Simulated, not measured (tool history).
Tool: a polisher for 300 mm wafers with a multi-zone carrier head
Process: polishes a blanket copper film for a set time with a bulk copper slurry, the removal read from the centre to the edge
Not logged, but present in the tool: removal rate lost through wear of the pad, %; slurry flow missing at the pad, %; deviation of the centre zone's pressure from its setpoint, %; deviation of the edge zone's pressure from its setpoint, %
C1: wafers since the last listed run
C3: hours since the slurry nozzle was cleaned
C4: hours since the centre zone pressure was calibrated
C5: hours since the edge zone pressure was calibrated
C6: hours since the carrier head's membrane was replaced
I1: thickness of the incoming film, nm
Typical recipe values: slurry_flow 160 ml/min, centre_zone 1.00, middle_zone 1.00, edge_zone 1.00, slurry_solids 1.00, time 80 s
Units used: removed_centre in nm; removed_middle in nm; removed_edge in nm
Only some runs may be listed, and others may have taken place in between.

run 1 day=0.000 | slurry_flow=160 centre_zone=1.06 middle_zone=1.12 edge_zone=0.95 slurry_solids=1.00 time=66 | C1=0 wafers_polished_on_this_pad=1247 C3=129.5 C4=794.4 C5=699.9 C6=672.2 | I1=2078.8 | removed_centre=549.9 removed_middle=562.6 removed_edge=487.8
-- day=0.800 centre zone pressure recalibrated
run 2 day=1.042 | slurry_flow=160 centre_zone=1.00 middle_zone=1.00 edge_zone=1.00 slurry_solids=1.00 time=80 | C1=175 wafers_polished_on_this_pad=1422 C3=154.5 C4=5.8 C5=724.9 C6=697.2 | I1=2042.0 | removed_centre=633.3 removed_middle=637.4 removed_edge=617.8
run 3 day=1.775 | slurry_flow=130 centre_zone=1.00 middle_zone=1.00 edge_zone=1.00 slurry_solids=0.85 time=91 | C1=134 wafers_polished_on_this_pad=1557 C3=172.1 C4=23.4 C5=742.5 C6=714.8 | I1=2054.8 | removed_centre=651.0 removed_middle=647.6 removed_edge=647.4
-- day=2.554 worn pad replaced by a new one
run 4 day=3.154 | slurry_flow=160 centre_zone=0.93 middle_zone=1.00 edge_zone=1.06 slurry_solids=0.80 time=80 | C1=222 wafers_polished_on_this_pad=109 C3=205.2 C4=56.5 C5=775.6 C6=747.9 | I1=2062.5 | removed_centre=549.9 removed_middle=586.3 removed_edge=603.8
run 5 day=4.212 | slurry_flow=175 centre_zone=1.00 middle_zone=1.00 edge_zone=1.00 slurry_solids=1.00 time=80 | C1=194 wafers_polished_on_this_pad=304 C3=230.6 C4=81.9 C5=801.0 C6=773.3 | I1=2054.4 | removed_centre=634.2 removed_middle=626.1 removed_edge=622.5
run 6 day=4.750 | slurry_flow=205 centre_zone=1.00 middle_zone=1.11 edge_zone=1.05 slurry_solids=1.25 time=80 | C1=98 wafers_polished_on_this_pad=402 C3=243.5 C4=94.8 C5=813.9 C6=786.2 | I1=2063.3 | removed_centre=682.2 removed_middle=746.5 removed_edge=681.3
-- day=5.300 carrier head's membrane replaced by a new one
run 7 day=5.729 | slurry_flow=160 centre_zone=1.00 middle_zone=1.00 edge_zone=1.00 slurry_solids=1.00 time=80 | C1=141 wafers_polished_on_this_pad=544 C3=267.0 C4=118.3 C5=837.4 C6=10.3 | I1=2072.0 | removed_centre=615.3 removed_middle=616.8 removed_edge=607.3
-- day=6.092 edge zone pressure recalibrated
run 8 day=7.088 | slurry_flow=160 centre_zone=1.00 middle_zone=1.00 edge_zone=1.00 slurry_solids=1.00 time=106 | C1=234 wafers_polished_on_this_pad=778 C3=299.6 C4=150.9 C5=23.9 C6=42.9 | I1=2024.3 | removed_centre=811.1 removed_middle=799.5 removed_edge=795.8
run 9 day=8.138 | slurry_flow=200 centre_zone=0.92 middle_zone=1.00 edge_zone=0.90 slurry_solids=1.00 time=80 | C1=192 wafers_polished_on_this_pad=971 C3=324.8 C4=176.1 C5=49.1 C6=68.1 | I1=2005.1 | removed_centre=584.2 removed_middle=636.8 removed_edge=605.1
run 10 day=9.629 | slurry_flow=160 centre_zone=1.00 middle_zone=1.00 edge_zone=1.00 slurry_solids=1.00 time=80 | C1=273 wafers_polished_on_this_pad=1244 C3=360.6 C4=211.9 C5=84.9 C6=103.9 | I1=2039.8 | removed_centre=606.7 removed_middle=590.6 removed_edge=592.1
-- day=10.004 worn pad replaced by a new one
run 11 day=10.571 | slurry_flow=160 centre_zone=1.00 middle_zone=1.00 edge_zone=1.00 slurry_solids=1.00 time=80 | C1=142 wafers_polished_on_this_pad=104 C3=383.2 C4=234.5 C5=107.5 C6=126.5 | I1=2033.7 | removed_centre=587.0 removed_middle=592.5 removed_edge=598.1
run 12 day=11.250 | slurry_flow=160 centre_zone=1.00 middle_zone=1.00 edge_zone=1.00 slurry_solids=1.00 time=80 | C1=124 wafers_polished_on_this_pad=228 C3=399.5 C4=250.8 C5=123.8 C6=142.8 | I1=2055.3 | removed_centre=588.0 removed_middle=597.4 removed_edge=595.7
-- day=12.529 slurry nozzle cleaned
run 13 day=12.721 | slurry_flow=160 centre_zone=1.00 middle_zone=1.06 edge_zone=1.12 slurry_solids=1.00 time=80 | C1=262 wafers_polished_on_this_pad=491 C3=4.6 C4=286.1 C5=159.1 C6=178.1 | I1=2056.0 | removed_centre=632.3 removed_middle=669.5 removed_edge=654.4
run 14 day=13.371 | slurry_flow=160 centre_zone=1.00 middle_zone=1.00 edge_zone=1.00 slurry_solids=1.25 time=80 | C1=119 wafers_polished_on_this_pad=610 C3=20.2 C4=301.7 C5=174.7 C6=193.7 | I1=2011.9 | removed_centre=667.0 removed_middle=646.8 removed_edge=656.6
run 15 day=14.042 | slurry_flow=160 centre_zone=1.00 middle_zone=1.00 edge_zone=1.00 slurry_solids=0.80 time=80 | C1=123 wafers_polished_on_this_pad=733 C3=36.3 C4=317.8 C5=190.8 C6=209.8 | I1=2078.3 | removed_centre=605.6 removed_middle=600.6 removed_edge=594.0
run 16 day=14.854 | slurry_flow=135 centre_zone=1.00 middle_zone=1.00 edge_zone=1.00 slurry_solids=1.00 time=80 | C1=149 wafers_polished_on_this_pad=882 C3=55.8 C4=337.3 C5=210.3 C6=229.3 | I1=2080.3 | removed_centre=611.9 removed_middle=606.4 removed_edge=599.9
run 17 day=15.496 | slurry_flow=160 centre_zone=1.00 middle_zone=0.93 edge_zone=1.00 slurry_solids=0.75 time=80 | C1=117 wafers_polished_on_this_pad=1000 C3=71.2 C4=352.7 C5=225.7 C6=244.7 | I1=2036.6 | removed_centre=594.6 removed_middle=551.4 removed_edge=587.0
run 18 day=16.858 | slurry_flow=160 centre_zone=1.00 middle_zone=1.00 edge_zone=1.06 slurry_solids=1.25 time=80 | C1=250 wafers_polished_on_this_pad=1250 C3=103.9 C4=385.4 C5=258.4 C6=277.4 | I1=2042.4 | removed_centre=674.5 removed_middle=650.9 removed_edge=683.5
-- day=17.267 worn pad replaced by a new one
run 19 day=17.929 | slurry_flow=160 centre_zone=0.89 middle_zone=1.00 edge_zone=1.00 slurry_solids=0.80 time=80 | C1=165 wafers_polished_on_this_pad=121 C3=129.6 C4=411.1 C5=284.1 C6=303.1 | I1=2029.6 | removed_centre=539.1 removed_middle=611.3 removed_edge=589.9
run 20 day=19.383 | slurry_flow=160 centre_zone=1.00 middle_zone=1.00 edge_zone=1.00 slurry_solids=0.90 time=80 | C1=266 wafers_polished_on_this_pad=388 C3=164.5 C4=446.0 C5=319.0 C6=338.0 | I1=2022.8 | removed_centre=609.0 removed_middle=606.3 removed_edge=607.8

Consider 5 possible next runs. They are alternatives, not a sequence: every one starts from the tool as it was left by run 20. What does each give?
run A day=19.400 | slurry_flow=160 centre_zone=1.00 middle_zone=1.00 edge_zone=1.00 slurry_solids=1.00 time=80 | C1=3 wafers_polished_on_this_pad=391 C3=164.9 C4=446.4 C5=319.4 C6=338.4 | I1=2083.0 | removed_centre=? removed_middle=? removed_edge=?
run B day=19.400 | slurry_flow=160 centre_zone=1.00 middle_zone=1.00 edge_zone=1.00 slurry_solids=1.10 time=106 | C1=3 wafers_polished_on_this_pad=391 C3=164.9 C4=446.4 C5=319.4 C6=338.4 | I1=2083.0 | removed_centre=? removed_middle=? removed_edge=?
run C day=19.400 | slurry_flow=160 centre_zone=1.00 middle_zone=1.04 edge_zone=1.00 slurry_solids=1.00 time=66 | C1=3 wafers_polished_on_this_pad=391 C3=164.9 C4=446.4 C5=319.4 C6=338.4 | I1=2083.0 | removed_centre=? removed_middle=? removed_edge=?
run D day=19.400 | slurry_flow=160 centre_zone=0.91 middle_zone=1.06 edge_zone=1.00 slurry_solids=1.00 time=80 | C1=3 wafers_polished_on_this_pad=391 C3=164.9 C4=446.4 C5=319.4 C6=338.4 | I1=2083.0 | removed_centre=? removed_middle=? removed_edge=?
run E day=19.400 | slurry_flow=160 centre_zone=1.00 middle_zone=1.00 edge_zone=1.00 slurry_solids=1.20 time=80 | C1=3 wafers_polished_on_this_pad=391 C3=164.9 C4=446.4 C5=319.4 C6=338.4 | I1=2083.0 | removed_centre=? removed_middle=? removed_edge=?

run=A removed_centre=632.0 removed_middle=620.1 removed_edge=618.9
run=B removed_centre=854.4 removed_middle=838.3 removed_edge=836.7
run=C removed_centre=521.5 removed_middle=528.6 removed_edge=510.3
run=D removed_centre=574.9 removed_middle=651.4 removed_edge=618.4
run=E removed_centre=657.0 removed_middle=644.6 removed_edge=643.3
Take away the tool's hidden state, keep each run's random variation, and the runs would have read:
run=A removed_centre=637.6 removed_middle=625.0 removed_edge=622.4
run=B removed_centre=862.0 removed_middle=844.9 removed_edge=841.4
run=C removed_centre=526.2 removed_middle=532.8 removed_edge=513.2
run=D removed_centre=580.0 removed_middle=656.5 removed_edge=621.9
run=E removed_centre=662.8 removed_middle=649.7 removed_edge=647.0
